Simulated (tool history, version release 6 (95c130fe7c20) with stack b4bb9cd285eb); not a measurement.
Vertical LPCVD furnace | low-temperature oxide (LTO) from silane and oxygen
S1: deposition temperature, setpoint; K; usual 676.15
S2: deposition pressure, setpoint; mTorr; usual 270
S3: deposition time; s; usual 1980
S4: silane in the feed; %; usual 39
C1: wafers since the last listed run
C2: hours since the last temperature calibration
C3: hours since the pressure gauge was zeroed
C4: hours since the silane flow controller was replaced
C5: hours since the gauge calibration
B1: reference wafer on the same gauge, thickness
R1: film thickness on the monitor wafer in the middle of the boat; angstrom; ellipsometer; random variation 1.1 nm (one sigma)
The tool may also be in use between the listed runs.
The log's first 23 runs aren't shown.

run    hour      S1   S2    S3  S4    C1      C2      C3     C4     C5      B1      R1
 24  1812.5  680.15  235  2610  44   758    1666  1167.7  438.5  395.4  399.87  5928.6
 25  1896.7  665.15  225  2730  46  1258  1750.2  1251.9  522.7  479.6  400.08  5297.4
 26  1984.1  682.15  300  1980  33  1306  1837.6  1339.3  610.1    567  399.71  4127.5
 27  2085.4  676.15  270  1980  39  1514  1938.9  1440.6  711.4  668.3  399.82  4292.8
 28  2129.2  669.15  270  2340  39   654  1982.7  1484.4  755.2  712.1  399.99  4697.2
 29  2192.4  676.15  270  2700  36   944  2045.9  1547.6  818.4  775.3     400  5326.1
 30  2260.8  685.15  325  1980  39  1022  2114.3    1616  886.8  843.7  399.93  5726.7
 31  2338.9  676.15  270  2310  39  1167  2192.4  1694.1  964.9  921.8  400.13    5040

Forecast each of these 4 alternatives for the next run:
  A  2343.9  676.15  270  2280  39  74  2197.4  1699.1  969.9  926.8   ?   ?
  B  2343.9  686.15  290  1980  33  74  2197.4  1699.1  969.9  926.8   ?   ?
  C  2343.9  676.15  290  1980  39  74  2197.4  1699.1  969.9  926.8   ?   ?
  D  2343.9  684.15  240  2610  34  74  2197.4  1699.1  969.9  926.8   ?   ?

run      B1      R1
  A  400.07  4973.2
  B  400.07  4171.2
  C  400.07  4638.7
  D  400.07    4634
Without the tool's hidden state the same runs would have given:
run      R1
  A  5016.2
  B  4215.4
  C  4678.8
  D  4681.5
